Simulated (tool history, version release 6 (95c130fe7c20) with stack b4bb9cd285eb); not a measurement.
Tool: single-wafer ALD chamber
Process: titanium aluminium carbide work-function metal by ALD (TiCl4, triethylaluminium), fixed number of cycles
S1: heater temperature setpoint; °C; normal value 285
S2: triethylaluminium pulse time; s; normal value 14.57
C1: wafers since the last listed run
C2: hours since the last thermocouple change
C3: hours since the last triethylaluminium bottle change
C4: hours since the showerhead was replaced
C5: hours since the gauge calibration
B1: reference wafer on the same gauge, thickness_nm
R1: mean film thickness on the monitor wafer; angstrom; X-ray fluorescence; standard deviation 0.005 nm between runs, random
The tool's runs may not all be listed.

run,hour,S1,S2,C1,C2,C3,C4,C5,B1,R1
1,0.0,295,14.57,0,1039.7,520.5,2815.6,202.9,1.689,18.56
2,7.0,295,14.57,56,1046.7,527.5,2822.6,209.9,1.689,18.58
3,22.9,295,14.57,127,1062.6,543.4,2838.5,225.8,1.691,18.61
4,40.3,285,14.57,139,1080.0,560.8,2855.9,243.2,1.690,17.77
# hour 50.0: gauge calibrated
5,50.9,285,14.57,85,1090.6,571.4,2866.5,0.9,1.691,17.81
6,63.4,285,13.23,100,1103.1,583.9,2879.0,13.4,1.691,17.31
7,69.9,290,14.57,52,1109.6,590.4,2885.5,19.9,1.689,18.16
8,79.5,290,14.57,77,1119.2,600.0,2895.1,29.5,1.690,18.13
9,97.0,290,14.57,140,1136.7,617.5,2912.6,47.0,1.689,18.06
10,106.4,285,18.58,75,1146.1,626.9,2922.0,56.4,1.689,18.16
11,119.2,285,18.58,102,1158.9,639.7,2934.8,69.2,1.690,18.20
12,127.5,285,18.58,66,1167.2,648.0,2943.1,77.5,1.690,18.35
13,144.7,285,14.57,138,1184.4,665.2,2960.3,94.7,1.690,17.67
14,157.7,285,18.81,104,1197.4,678.2,2973.3,107.7,1.691,18.24
15,174.6,285,18.81,135,1214.3,695.1,2990.2,124.6,1.690,18.20
# hour 220.0: triethylaluminium bottle replaced
16,220.5,285,14.57,304,1260.2,0.5,3036.1,170.5,1.689,13.68
17,221.1,298,12.72,4,1260.8,1.1,3036.7,171.1,1.690,12.67
18,233.6,285,14.57,100,1273.3,13.6,3049.2,183.6,1.690,13.44
19,247.0,285,14.57,107,1286.7,27.0,3062.6,197.0,1.690,13.39
20,263.7,277,20.29,134,1303.4,43.7,3079.3,213.7,1.689,15.57
21,277.0,272,10.65,106,1316.7,57.0,3092.6,227.0,1.690,8.38
# hour 286.8: gauge calibrated
22,287.0,285,16.14,80,1326.7,67.0,3102.6,0.2,1.691,13.85
23,296.3,297,14.57,74,1336.0,76.3,3111.9,9.5,1.690,13.29
# hour 309.4: triethylaluminium bottle replaced, repeated, since the last time left the tool worse
# hour 313.6: showerhead replaced
24,318.3,297,18.75,79,1358.0,8.9,4.7,31.5,1.690,19.33
# hour 327.9: thermocouple changed; heater temperature recalibrated
25,329.5,278,14.57,25,1.6,20.1,15.9,42.7,1.688,17.80
26,346.1,295,14.57,133,18.2,36.7,32.5,59.3,1.689,19.08
27,363.6,274,10.50,140,35.7,54.2,50.0,76.8,1.690,16.20
28,372.8,299,19.13,73,44.9,63.4,59.2,86.0,1.690,19.44
29,387.1,295,16.44,114,59.2,77.7,73.5,100.3,1.690,19.11
30,396.8,285,16.92,77,68.9,87.4,83.2,110.0,1.692,18.29
31,410.1,285,18.58,106,82.2,100.7,96.5,123.3,1.688,18.45

Selected run-to-run steps in R1, each split into two signed amounts: the part the tool would show with no hidden state at all (from settings, incoming material and random variation), and the remainder, which goes to the hidden state together with any gauge scatter not common to the measured and the hidden-state-free results:
Hidden state at play: wafer temperature above the value expected at the setpoint (K); triethylaluminium dose above that of a fresh bottle (%); gauge reads high (%).
Run 15 -> 16: S2 18.81 -> 14.57, triethylaluminium bottle replaced. R1 -4.52 angstrom: hidden state -4.47, all else -0.05.
Run 20 -> 21: S1 277 -> 272, S2 20.29 -> 10.65. R1 -7.19 angstrom: hidden state -5.63, all else -1.56.
Run 21 -> 22: S1 272 -> 285, S2 10.65 -> 16.14, gauge calibrated. R1 +5.47 angstrom: hidden state +3.42, all else +2.05.
Run 23 -> 24: S2 14.57 -> 18.75, triethylaluminium bottle replaced, repeated, since the last time left the tool worse, showerhead replaced. R1 +6.04 angstrom: hidden state +5.88, all else +0.16.
